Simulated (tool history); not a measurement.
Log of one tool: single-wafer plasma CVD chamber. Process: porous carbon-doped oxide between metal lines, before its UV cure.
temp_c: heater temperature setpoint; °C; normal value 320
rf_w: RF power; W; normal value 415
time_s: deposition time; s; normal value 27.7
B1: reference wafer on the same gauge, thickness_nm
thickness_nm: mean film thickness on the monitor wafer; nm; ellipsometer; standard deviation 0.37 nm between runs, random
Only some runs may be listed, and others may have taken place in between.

Run 1, hour 0: usual settings; B1 122.098. Result: thickness_nm 109.82 nm.
Run 2, hour 317.7: usual settings; B1 122.06. Result: thickness_nm 108.602 nm.
Run 3, hour 368.2: usual settings; B1 122.039. Result: thickness_nm 107.904 nm.
Run 4, hour 654.9: usual settings but temp_c 312 °C; B1 122.114. Result: thickness_nm 112.901 nm.
Run 5, hour 701.4: usual settings but temp_c 312 °C; B1 122.101. Result: thickness_nm 112.768 nm.
Run 6, hour 833.6: usual settings but temp_c 312 °C; B1 122.092. Result: thickness_nm 112.366 nm.
At hour 859.8: showerhead replaced.
Run 7, hour 871.3: usual settings; B1 121.963. Result: thickness_nm 106.478 nm.
At hour 893.8: RF generator calibrated.
Run 8, hour 970.5: usual settings; B1 122.214. Result: thickness_nm 112.327 nm.
Run 9, hour 1041.8: usual settings; B1 121.954. Result: thickness_nm 111.802 nm.
At hour 1070.3: gauge calibrated.
At hour 1101.5: thermocouple changed; heater temperature recalibrated.
Run 10, hour 1102: usual settings; B1 121.981. Result: thickness_nm 108.642 nm.
Run 11, hour 1186.1: usual settings but temp_c 305 °C, rf_w 370 W; B1 122.055. Result: thickness_nm 109.334 nm.
Run 12, hour 1279.4: usual settings but temp_c 312 °C; B1 122.171. Result: thickness_nm 113.48 nm.
Run 13, hour 1370.6: usual settings but temp_c 328 °C, rf_w 370 W, time_s 25.1 s; B1 121.956. Result: thickness_nm 86.556 nm.
Run 14, hour 1409.3: usual settings; B1 121.951. Result: thickness_nm 106.838 nm.
Run 15, hour 1515.5: usual settings but temp_c 316 °C, rf_w 445 W, time_s 31.1 s; B1 121.984. Result: thickness_nm 128.909 nm.
Run 16, hour 1586.6: usual settings but rf_w 350 W, time_s 29.5 s; B1 122.062. Result: thickness_nm 100.141 nm.
Run 17, hour 1640.1: usual settings but temp_c 312 °C; B1 122.153. Result: thickness_nm 111.478 nm.
Run 18, hour 1698.5: usual settings but temp_c 307 °C, rf_w 470 W, time_s 30.7 s; B1 122.003. Result: thickness_nm 139.323 nm.
Run 19, hour 1771.6: usual settings but temp_c 307 °C, rf_w 470 W, time_s 30.7 s; B1 122.074. Result: thickness_nm 138.755 nm.
Run 20, hour 1834.3: usual settings but temp_c 315 °C, rf_w 385 W, time_s 31.9 s; B1 121.825. Result: thickness_nm 118.997 nm.

Consider 3 possible next runs. They are alternatives, not a sequence: every one starts from the tool as it was left by run 20. What does each give?
Run A, hour 1834.7: usual settings but temp_c 333 °C; B1 ?. Result: thickness_nm ?.
Run B, hour 1834.7: usual settings but time_s 25.3 s; B1 ?. Result: thickness_nm ?.
Run C, hour 1834.7: usual settings but temp_c 328 °C, rf_w 460 W; B1 ?. Result: thickness_nm ?.

run       B1  thickness_nm
  A  122.006        98.544
  B  122.006        96.933
  C  122.006       108.687
Without the tool's unlogged condition, the same runs would have read:
run  thickness_nm
  A       103.177
  B       101.453
  C       113.763
